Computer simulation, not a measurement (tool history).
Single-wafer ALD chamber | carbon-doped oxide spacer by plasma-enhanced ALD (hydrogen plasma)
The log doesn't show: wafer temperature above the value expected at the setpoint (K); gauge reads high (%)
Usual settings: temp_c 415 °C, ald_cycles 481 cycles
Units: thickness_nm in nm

| run | hour | temp_c | ald_cycles | wafers since the last listed run | hours since the last thermocouple change | hours since the gauge calibration | read-back reference wafer on the same gauge, thickness_nm | thickness_nm |
|---|---|---|---|---|---|---|---|---|
| 1 | 0 | 415 | 481 | 0 | 1943.2 | 2.8 | 19.696 | 21.932 |
| 2 | 12.1 | 415 | 481 | 10 | 1955.3 | 14.9 | 19.715 | 21.939 |
| 3 | 25.2 | 415 | 416 | 11 | 1968.4 | 28 | 19.688 | 19.22 |
| 4 | 40.2 | 415 | 416 | 12 | 1983.4 | 43 | 19.718 | 18.925 |
| 5 | 63.7 | 415 | 416 | 20 | 2006.9 | 66.5 | 19.697 | 19.045 |
| 6 | 69.8 | 411 | 517 | 5 | 2013 | 72.6 | 19.695 | 24.08 |
| 7 | 81.6 | 411 | 517 | 10 | 2024.8 | 84.4 | 19.709 | 23.949 |
| 8 | 93.1 | 429 | 528 | 9 | 2036.3 | 95.9 | 19.703 | 23.075 |
| 9 | 99.6 | 415 | 416 | 5 | 2042.8 | 102.4 | 19.699 | 18.928 |
| 10 | 107.4 | 415 | 481 | 6 | 2050.6 | 110.2 | 19.727 | 21.923 |
|  | 112.3 | gauge calibrated |
| 11 | 121.8 | 421 | 552 | 12 | 2065 | 9.5 | 19.706 | 24.613 |
|  | 131.9 | thermocouple changed; heater temperature recalibrated |
| 12 | 136.9 | 424 | 548 | 6 | 5 | 24.6 | 19.692 | 24.2 |
| 13 | 149.8 | 415 | 481 | 11 | 17.9 | 37.5 | 19.701 | 21.921 |
| 14 | 160.3 | 415 | 434 | 8 | 28.4 | 48 | 19.701 | 19.832 |
| 15 | 177.9 | 424 | 538 | 15 | 46 | 65.6 | 19.706 | 23.857 |

Forecast each of these 5 alternatives for the next run:
| A | 179 | 415 | 481 | 0 | 47.1 | 66.7 | ? | ? |
| B | 179 | 428 | 449 | 0 | 47.1 | 66.7 | ? | ? |
| C | 179 | 407 | 481 | 0 | 47.1 | 66.7 | ? | ? |
| D | 179 | 403 | 418 | 0 | 47.1 | 66.7 | ? | ? |
| E | 179 | 404 | 481 | 0 | 47.1 | 66.7 | ? | ? |

| run | read-back reference wafer on the same gauge, thickness_nm | thickness_nm |
|---|---|---|
| A | 19.702 | 22.012 |
| B | 19.702 | 19.613 |
| C | 19.702 | 22.628 |
| D | 19.702 | 19.932 |
| E | 19.702 | 22.859 |
Without the tool's hidden state the same runs would have given:
| run | thickness_nm |
|---|---|
| A | 22.012 |
| B | 19.613 |
| C | 22.628 |
| D | 19.932 |
| E | 22.859 |

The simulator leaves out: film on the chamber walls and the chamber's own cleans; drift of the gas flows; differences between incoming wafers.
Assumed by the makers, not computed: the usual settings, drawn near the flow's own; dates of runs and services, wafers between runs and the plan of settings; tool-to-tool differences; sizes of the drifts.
